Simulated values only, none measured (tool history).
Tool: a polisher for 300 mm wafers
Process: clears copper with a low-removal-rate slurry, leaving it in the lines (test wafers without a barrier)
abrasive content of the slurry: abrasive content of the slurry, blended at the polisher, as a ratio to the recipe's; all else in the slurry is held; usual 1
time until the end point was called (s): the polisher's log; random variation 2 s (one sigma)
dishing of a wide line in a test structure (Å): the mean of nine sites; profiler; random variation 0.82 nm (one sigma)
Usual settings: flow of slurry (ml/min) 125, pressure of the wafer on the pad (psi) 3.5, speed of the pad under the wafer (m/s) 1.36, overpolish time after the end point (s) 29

run	hour	flow of slurry (ml/min)	pressure of the wafer on the pad (psi)	speed of the pad under the wafer (m/s)	abrasive content of the slurry	overpolish time after the end point (s)	wafers since the last listed run	wafers polished on this pad	hours since the slurry nozzle was cleaned	hours since the head pressure was calibrated	hours since the slurry blender was calibrated	incoming thickness of the incoming film, nm	time until the end point was called (s)	dishing of a wide line in a test structure (Å)
1	0	125	3.5	1.36	1	29	0	1534	396.4	314.7	102	628.5	120.3	797
# hour 69.1: worn pad replaced by a new one
# hour 238.8: slurry blender recalibrated
2	264.9	125	3.5	1.36	1	29	1457	1091	661.3	579.6	26.1	611.2	119.4	803
3	338.8	125	3.5	1.36	1	29	416	1507	735.2	653.5	100	613	119.2	808
# hour 372.7: slurry nozzle cleaned
# hour 400.7: worn pad replaced by a new one
4	426.9	125	3.5	1.36	1	29	467	147	54.2	741.6	188.1	621.4	117.9	792
5	466.6	125	3.5	1.36	1	29	223	371	93.9	781.3	227.8	613.6	121.9	793
6	566.6	125	3.5	1.36	1	29	563	934	193.9	881.3	327.8	619.9	122.6	801
# hour 581.5: slurry blender recalibrated
7	651.5	125	3.5	1.36	1	29	466	1401	278.8	966.2	70	621.4	118.5	815
# hour 715: head pressure recalibrated
# hour 715.9: worn pad replaced by a new one
8	718.1	125	3.5	1.36	1	29	358	12	345.4	3.1	136.6	614.9	119.4	796
9	806.7	125	3.5	1.36	1	33	498	511	434	91.7	225.2	632.8	120.8	873
# hour 867.7: slurry blender recalibrated
10	872.9	125	3.5	1.36	1	33	361	872	500.2	157.9	5.2	624.5	119.2	882
11	909.5	125	3.5	1.36	1	29	206	1078	536.8	194.5	41.8	615.2	117.7	806
12	1000.9	125	4.7	1.54	0.9	38	514	1593	628.2	285.9	133.2	607.6	78.4	1231
13	1059.4	125	3.5	1	0.9	29	329	1922	686.7	344.4	191.7	611.9	169.2	625
# hour 1065.4: worn pad replaced by a new one
14	1141.8	125	3.5	1.36	1.25	29	441	430	769.1	426.8	274.1	615.1	110.8	844
# hour 1165.2: slurry nozzle cleaned
15	1178.9	150	2.6	1.68	1	29	203	633	13.7	463.9	311.2	617.7	126	735
16	1215.4	125	3.5	1.36	1	29	205	838	50.2	500.4	347.7	626.5	122.2	816
# hour 1227.1: slurry blender recalibrated
17	1254.7	125	3.5	1.58	1	14	210	1048	89.5	539.7	27.6	627.1	102.1	519
18	1358.7	125	3.5	1.36	1.15	29	585	1634	193.5	643.7	131.6	631.3	116.6	832
19	1401.3	125	3.5	1.1	1	23	239	1874	236.1	686.3	174.2	626.4	147.9	576
# hour 1420.7: worn pad replaced by a new one
20	1484	125	3.5	1.36	1	29	443	356	318.8	769	256.9	619.4	119.1	795
21	1551.9	80	3.1	1.74	0.7	29	382	738	386.7	836.9	324.8	624.8	138.4	719

How the hidden state differs across the entries between the runs, from the last listed run before each to the first after it:
Between runs 1 and 2: worn pad replaced by a new one (hour 69.1); slurry blender recalibrated (hour 238.8)
  no hidden state differs between the two runs
Between runs 3 and 4: slurry nozzle cleaned (hour 372.7); worn pad replaced by a new one (hour 400.7)
  no hidden state differs between the two runs
Between runs 6 and 7: slurry blender recalibrated (hour 581.5)
  no hidden state differs between the two runs
Between runs 7 and 8: head pressure recalibrated (hour 715); worn pad replaced by a new one (hour 715.9)
  no hidden state differs between the two runs
Between runs 9 and 10: slurry blender recalibrated (hour 867.7)
  no hidden state differs between the two runs
Between runs 13 and 14: worn pad replaced by a new one (hour 1065.4)
  no hidden state differs between the two runs
Between runs 14 and 15: slurry nozzle cleaned (hour 1165.2)
  no hidden state differs between the two runs
Between runs 16 and 17: slurry blender recalibrated (hour 1227.1)
  no hidden state differs between the two runs
Between runs 19 and 20: worn pad replaced by a new one (hour 1420.7)
  no hidden state differs between the two runs
